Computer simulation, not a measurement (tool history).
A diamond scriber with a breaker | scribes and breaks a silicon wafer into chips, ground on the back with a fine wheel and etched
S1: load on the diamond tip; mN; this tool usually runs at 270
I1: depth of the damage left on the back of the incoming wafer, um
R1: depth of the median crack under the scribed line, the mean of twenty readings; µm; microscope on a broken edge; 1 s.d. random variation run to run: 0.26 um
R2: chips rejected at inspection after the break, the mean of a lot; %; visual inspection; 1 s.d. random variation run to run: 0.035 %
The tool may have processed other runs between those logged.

run,hour,S1,I1,R1,R2
1,0.0,270,0.51,13.35,1.88
2,25.6,270,0.68,12.87,1.78
3,90.2,270,0.76,14.55,0.66
4,116.1,245,0.78,13.36,1.41
5,164.6,245,0.46,13.21,1.86
6,191.3,321,0.36,15.29,0.59
7,233.1,270,0.62,13.86,1.22
8,287.0,270,0.51,13.14,1.39
9,354.0,301,0.42,14.42,0.81
10,385.6,270,0.59,13.31,1.72
11,445.2,224,0.57,11.58,4.53
12,488.7,296,0.31,13.90,1.09
13,538.0,218,0.67,11.79,5.50
14,593.1,311,0.35,15.98,1.30
15,633.2,243,0.72,12.70,2.99
16,671.5,297,0.61,15.14,0.59
17,699.0,219,0.56,10.90,8.13

Put back what was entered between runs (3 entries, withheld): which listed runs does each sit between, and how does the hidden state differ from the listed run before to the listed run after?
In the gap between runs 2 and 3: diamond tip replaced by a new one (hour 47.9)
  share of the diamond tip's cutting effectiveness lost through wear, %: 16.3 -> 4.66
  measured minus no-state result, R1: -1.62 -> -0.47 µm; R2: +1.22 -> +0.09 %
In the gap between runs 7 and 8: load on the tip recalibrated (hour 251.1)
  share of the diamond tip's cutting effectiveness lost through wear, %: 12.3 -> 13.8
  measured minus no-state result, R1: -1.27 -> -1.37 µm; R2: +0.67 -> +0.85 %
In the gap between runs 12 and 13: diamond tip replaced by a new one, of another model than before (hour 516.7)
  share of the diamond tip's cutting effectiveness lost through wear, %: 16.7 -> 2.45
  measured minus no-state result, R1: -1.80 -> -0.20 µm; R2: +0.26 -> +0.66 %
